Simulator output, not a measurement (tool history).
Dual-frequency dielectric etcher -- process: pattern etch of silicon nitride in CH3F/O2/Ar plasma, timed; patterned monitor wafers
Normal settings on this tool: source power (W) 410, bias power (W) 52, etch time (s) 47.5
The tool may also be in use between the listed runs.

| run | hour | source power (W) | bias power (W) | etch time (s) | wafers since the last listed run | hours since the last wet clean | hours since the last source power generator calibration | hours since the last bias power generator calibration | hours since the last upper electrode change | hours since the gauge calibration | read-back reference wafer on the same gauge, depth_nm | mean etch depth across the wafer (Å) |
|---|---|---|---|---|---|---|---|---|---|---|---|---|
| 1 | 0.0 | 410 | 52 | 47.5 | 0 | 132.5 | 2228.1 | 3540.3 | 2142.2 | 393.2 | 30.09 | 313.0 |
| 2 | 68.1 | 410 | 52 | 47.5 | 760 | 200.6 | 2296.2 | 3608.4 | 2210.3 | 461.3 | 30.13 | 314.8 |
| 3 | 138.2 | 410 | 52 | 47.5 | 782 | 270.7 | 2366.3 | 3678.5 | 2280.4 | 531.4 | 30.07 | 318.5 |
| 4 | 231.7 | 350 | 52 | 47.5 | 1043 | 364.2 | 2459.8 | 3772.0 | 2373.9 | 624.9 | 30.09 | 300.4 |
|  | 316.7 | bias power generator calibrated |
| 5 | 339.0 | 410 | 52 | 47.5 | 1153 | 471.5 | 2567.1 | 22.3 | 2481.2 | 732.2 | 30.04 | 324.4 |
|  | 370.4 | wet clean of the chamber |
|  | 377.7 | upper electrode replaced |
| 6 | 396.3 | 410 | 52 | 47.5 | 290 | 25.9 | 2624.4 | 79.6 | 18.6 | 789.5 | 30.10 | 311.6 |
| 7 | 465.4 | 410 | 52 | 47.5 | 771 | 95.0 | 2693.5 | 148.7 | 87.7 | 858.6 | 30.11 | 315.8 |
| 8 | 579.5 | 440 | 52 | 47.5 | 1273 | 209.1 | 2807.6 | 262.8 | 201.8 | 972.7 | 30.17 | 332.7 |
| 9 | 624.1 | 410 | 52 | 47.5 | 497 | 253.7 | 2852.2 | 307.4 | 246.4 | 1017.3 | 30.10 | 317.3 |
|  | 653.4 | gauge calibrated |
|  | 654.5 | source power generator calibrated |
| 10 | 676.7 | 370 | 52 | 40.5 | 542 | 306.3 | 22.2 | 360.0 | 299.0 | 23.3 | 30.06 | 258.4 |
| 11 | 778.0 | 410 | 62 | 47.5 | 1130 | 407.6 | 123.5 | 461.3 | 400.3 | 124.6 | 30.08 | 341.3 |
| 12 | 855.1 | 470 | 57 | 61.0 | 860 | 484.7 | 200.6 | 538.4 | 477.4 | 201.7 | 30.10 | 460.0 |
|  | 941.8 | wet clean of the chamber |
| 13 | 961.4 | 410 | 40 | 47.5 | 918 | 19.6 | 306.9 | 644.7 | 583.7 | 308.0 | 30.09 | 289.1 |
| 14 | 1002.4 | 410 | 52 | 47.5 | 457 | 60.6 | 347.9 | 685.7 | 624.7 | 349.0 | 30.11 | 313.4 |

3 options for the next run, each taken on its own from the tool as it stands now. Forecast them:
| A | 1002.8 | 410 | 52 | 47.5 | 4 | 61.0 | 348.3 | 686.1 | 625.1 | 349.4 | ? | ? |
| B | 1002.8 | 410 | 41 | 59.5 | 4 | 61.0 | 348.3 | 686.1 | 625.1 | 349.4 | ? | ? |
| C | 1002.8 | 410 | 65 | 43.0 | 4 | 61.0 | 348.3 | 686.1 | 625.1 | 349.4 | ? | ? |

| run | read-back reference wafer on the same gauge, depth_nm | mean etch depth across the wafer (Å) |
|---|---|---|
| A | 30.08 | 313.1 |
| B | 30.08 | 369.6 |
| C | 30.08 | 301.4 |
With no hidden state in the tool, these same runs would have given:
| run | mean etch depth across the wafer (Å) |
|---|---|
| A | 313.4 |
| B | 369.8 |
| C | 301.6 |

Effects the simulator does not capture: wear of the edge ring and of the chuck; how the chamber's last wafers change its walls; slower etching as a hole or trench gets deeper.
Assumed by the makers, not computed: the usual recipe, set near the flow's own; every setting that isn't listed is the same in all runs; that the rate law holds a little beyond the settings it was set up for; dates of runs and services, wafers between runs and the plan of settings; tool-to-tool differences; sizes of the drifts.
